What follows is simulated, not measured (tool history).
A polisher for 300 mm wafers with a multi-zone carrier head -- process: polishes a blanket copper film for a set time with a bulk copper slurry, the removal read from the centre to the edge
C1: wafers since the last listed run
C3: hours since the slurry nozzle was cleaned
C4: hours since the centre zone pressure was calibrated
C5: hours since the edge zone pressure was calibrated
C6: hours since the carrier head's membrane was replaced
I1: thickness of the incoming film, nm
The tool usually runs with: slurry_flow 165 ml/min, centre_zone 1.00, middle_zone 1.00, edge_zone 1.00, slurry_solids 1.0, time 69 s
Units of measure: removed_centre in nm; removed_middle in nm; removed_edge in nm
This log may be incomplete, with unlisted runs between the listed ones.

run 1 hour=0.0 | slurry_flow=165 centre_zone=1.00 middle_zone=0.94 edge_zone=1.00 slurry_solids=1.0 time=69 | C1=0 wafers_polished_on_this_pad=415 C3=509.8 C4=853.8 C5=466.1 C6=395.0 | I1=4382.5 | removed_centre=738.5 removed_middle=636.3 removed_edge=639.3
run 2 hour=20.5 | slurry_flow=165 centre_zone=1.00 middle_zone=0.94 edge_zone=1.00 slurry_solids=1.0 time=69 | C1=269 wafers_polished_on_this_pad=685 C3=530.3 C4=874.3 C5=486.6 C6=415.5 | I1=4382.7 | removed_centre=717.1 removed_middle=623.2 removed_edge=631.4
run 3 hour=33.3 | slurry_flow=200 centre_zone=1.00 middle_zone=1.00 edge_zone=1.00 slurry_solids=1.0 time=69 | C1=168 wafers_polished_on_this_pad=853 C3=543.1 C4=887.1 C5=499.4 C6=428.3 | I1=4396.8 | removed_centre=737.7 removed_middle=658.2 removed_edge=627.6
run 4 hour=49.8 | slurry_flow=165 centre_zone=1.00 middle_zone=1.04 edge_zone=1.00 slurry_solids=1.0 time=69 | C1=216 wafers_polished_on_this_pad=1070 C3=559.6 C4=903.6 C5=515.9 C6=444.8 | I1=4358.8 | removed_centre=717.7 removed_middle=645.5 removed_edge=618.5
run 5 hour=67.0 | slurry_flow=165 centre_zone=1.00 middle_zone=1.04 edge_zone=1.00 slurry_solids=1.0 time=69 | C1=225 wafers_polished_on_this_pad=1295 C3=576.8 C4=920.8 C5=533.1 C6=462.0 | I1=4405.6 | removed_centre=680.6 removed_middle=630.5 removed_edge=589.3
run 6 hour=87.4 | slurry_flow=165 centre_zone=1.06 middle_zone=1.00 edge_zone=1.00 slurry_solids=1.0 time=69 | C1=267 wafers_polished_on_this_pad=1563 C3=597.2 C4=941.2 C5=553.5 C6=482.4 | I1=4451.5 | removed_centre=715.0 removed_middle=601.1 removed_edge=586.2
-- hour=93.1 worn pad replaced by a new one
run 7 hour=114.6 | slurry_flow=165 centre_zone=1.06 middle_zone=1.00 edge_zone=1.00 slurry_solids=1.0 time=69 | C1=304 wafers_polished_on_this_pad=281 C3=624.4 C4=968.4 C5=580.7 C6=509.6 | I1=4462.5 | removed_centre=767.5 removed_middle=656.3 removed_edge=625.3
-- hour=160.9 centre zone pressure recalibrated
run 8 hour=176.7 | slurry_flow=165 centre_zone=1.00 middle_zone=1.00 edge_zone=1.00 slurry_solids=1.0 time=57 | C1=789 wafers_polished_on_this_pad=1071 C3=686.5 C4=15.8 C5=642.8 C6=571.7 | I1=4352.8 | removed_centre=513.2 removed_middle=505.4 removed_edge=488.4
-- hour=193.0 worn pad replaced by a new one
run 9 hour=193.5 | slurry_flow=165 centre_zone=1.00 middle_zone=1.00 edge_zone=1.00 slurry_solids=1.0 time=57 | C1=168 wafers_polished_on_this_pad=6 C3=703.3 C4=32.6 C5=659.6 C6=588.5 | I1=4477.0 | removed_centre=578.6 removed_middle=568.1 removed_edge=546.4
run 10 hour=217.8 | slurry_flow=165 centre_zone=1.00 middle_zone=1.00 edge_zone=1.00 slurry_solids=1.0 time=69 | C1=319 wafers_polished_on_this_pad=325 C3=727.6 C4=56.9 C5=683.9 C6=612.8 | I1=4429.5 | removed_centre=679.7 removed_middle=665.6 removed_edge=648.3
run 11 hour=234.6 | slurry_flow=125 centre_zone=0.97 middle_zone=1.00 edge_zone=0.92 slurry_solids=1.0 time=69 | C1=220 wafers_polished_on_this_pad=546 C3=744.4 C4=73.7 C5=700.7 C6=629.6 | I1=4492.1 | removed_centre=600.9 removed_middle=614.8 removed_edge=575.7
run 12 hour=269.1 | slurry_flow=165 centre_zone=1.00 middle_zone=0.94 edge_zone=1.00 slurry_solids=1.0 time=69 | C1=453 wafers_polished_on_this_pad=999 C3=778.9 C4=108.2 C5=735.2 C6=664.1 | I1=4382.6 | removed_centre=653.6 removed_middle=608.9 removed_edge=604.8
-- hour=302.5 worn pad replaced by a new one
run 13 hour=303.0 | slurry_flow=125 centre_zone=1.03 middle_zone=1.00 edge_zone=0.93 slurry_solids=1.0 time=69 | C1=392 wafers_polished_on_this_pad=6 C3=812.8 C4=142.1 C5=769.1 C6=698.0 | I1=4424.4 | removed_centre=668.0 removed_middle=636.9 removed_edge=609.4
-- hour=319.2 carrier head's membrane replaced by a new one
run 14 hour=326.8 | slurry_flow=165 centre_zone=1.00 middle_zone=1.09 edge_zone=1.00 slurry_solids=1.0 time=77 | C1=246 wafers_polished_on_this_pad=253 C3=836.6 C4=165.9 C5=792.9 C6=7.6 | I1=4495.9 | removed_centre=753.7 removed_middle=780.4 removed_edge=724.1
run 15 hour=361.4 | slurry_flow=165 centre_zone=0.94 middle_zone=1.00 edge_zone=1.00 slurry_solids=1.0 time=69 | C1=454 wafers_polished_on_this_pad=707 C3=871.2 C4=200.5 C5=827.5 C6=42.2 | I1=4463.5 | removed_centre=619.3 removed_middle=637.2 removed_edge=624.9
-- hour=364.6 slurry nozzle cleaned
run 16 hour=395.2 | slurry_flow=165 centre_zone=1.00 middle_zone=1.00 edge_zone=1.00 slurry_solids=1.0 time=69 | C1=430 wafers_polished_on_this_pad=1138 C3=30.6 C4=234.3 C5=861.3 C6=76.0 | I1=4361.7 | removed_centre=638.3 removed_middle=610.7 removed_edge=598.0
-- hour=403.2 edge zone pressure recalibrated
run 17 hour=410.8 | slurry_flow=165 centre_zone=1.00 middle_zone=1.00 edge_zone=0.91 slurry_solids=1.1 time=69 | C1=178 wafers_polished_on_this_pad=1317 C3=46.2 C4=249.9 C5=7.6 C6=91.6 | I1=4371.6 | removed_centre=643.2 removed_middle=613.4 removed_edge=573.3
-- hour=428.2 worn pad replaced by a new one
run 18 hour=442.5 | slurry_flow=165 centre_zone=1.00 middle_zone=1.11 edge_zone=1.00 slurry_solids=1.0 time=86 | C1=363 wafers_polished_on_this_pad=187 C3=77.9 C4=281.6 C5=39.3 C6=123.3 | I1=4427.9 | removed_centre=871.2 removed_middle=892.8 removed_edge=796.4
run 19 hour=490.5 | slurry_flow=205 centre_zone=1.00 middle_zone=1.00 edge_zone=1.00 slurry_solids=1.0 time=69 | C1=630 wafers_polished_on_this_pad=817 C3=125.9 C4=329.6 C5=87.3 C6=171.3 | I1=4402.7 | removed_centre=679.9 removed_middle=656.1 removed_edge=617.4
run 20 hour=521.3 | slurry_flow=105 centre_zone=1.00 middle_zone=1.00 edge_zone=1.00 slurry_solids=1.0 time=62 | C1=404 wafers_polished_on_this_pad=1222 C3=156.7 C4=360.4 C5=118.1 C6=202.1 | I1=4436.3 | removed_centre=507.9 removed_middle=484.4 removed_edge=481.4

Measured minus without-hidden-state, run by run (identical run-to-run variation in each term; gauge scatter may differ):
Unlogged tool condition in this case: removal rate lost through wear of the pad, %; slurry flow missing at the pad, %; deviation of the centre zone's pressure from its setpoint, %; deviation of the edge zone's pressure from its setpoint, %.
run=1 removed_centre=+43.5 removed_middle=-23.7 removed_edge=-23.4
run=2 removed_centre=+28.4 removed_middle=-37.8 removed_edge=-37.9
run=3 removed_centre=+20.0 removed_middle=-49.9 removed_edge=-47.2
run=4 removed_centre=+7.6 removed_middle=-62.0 removed_edge=-59.0
run=5 removed_centre=-5.1 removed_middle=-74.3 removed_edge=-69.1
run=6 removed_centre=-21.8 removed_middle=-87.2 removed_edge=-84.6
run=7 removed_centre=+38.6 removed_middle=-38.3 removed_edge=-36.0
run=8 removed_centre=-64.2 removed_middle=-68.2 removed_edge=-66.0
run=9 removed_centre=+2.4 removed_middle=-3.7 removed_edge=-3.6
run=10 removed_centre=-13.0 removed_middle=-22.0 removed_edge=-21.3
run=11 removed_centre=-21.7 removed_middle=-31.9 removed_edge=-29.8
run=12 removed_centre=-47.5 removed_middle=-56.7 removed_edge=-56.2
run=13 removed_centre=+6.9 removed_middle=-7.7 removed_edge=-7.3
run=14 removed_centre=-9.3 removed_middle=-29.7 removed_edge=-27.4
run=15 removed_centre=-29.5 removed_middle=-49.9 removed_edge=-48.8
run=16 removed_centre=-54.2 removed_middle=-73.7 removed_edge=-72.1
run=17 removed_centre=-66.4 removed_middle=-86.7 removed_edge=-80.9
run=18 removed_centre=+1.3 removed_middle=-32.6 removed_edge=-29.0
run=19 removed_centre=-32.3 removed_middle=-61.1 removed_edge=-57.2
run=20 removed_centre=-41.6 removed_middle=-64.3 removed_edge=-63.7
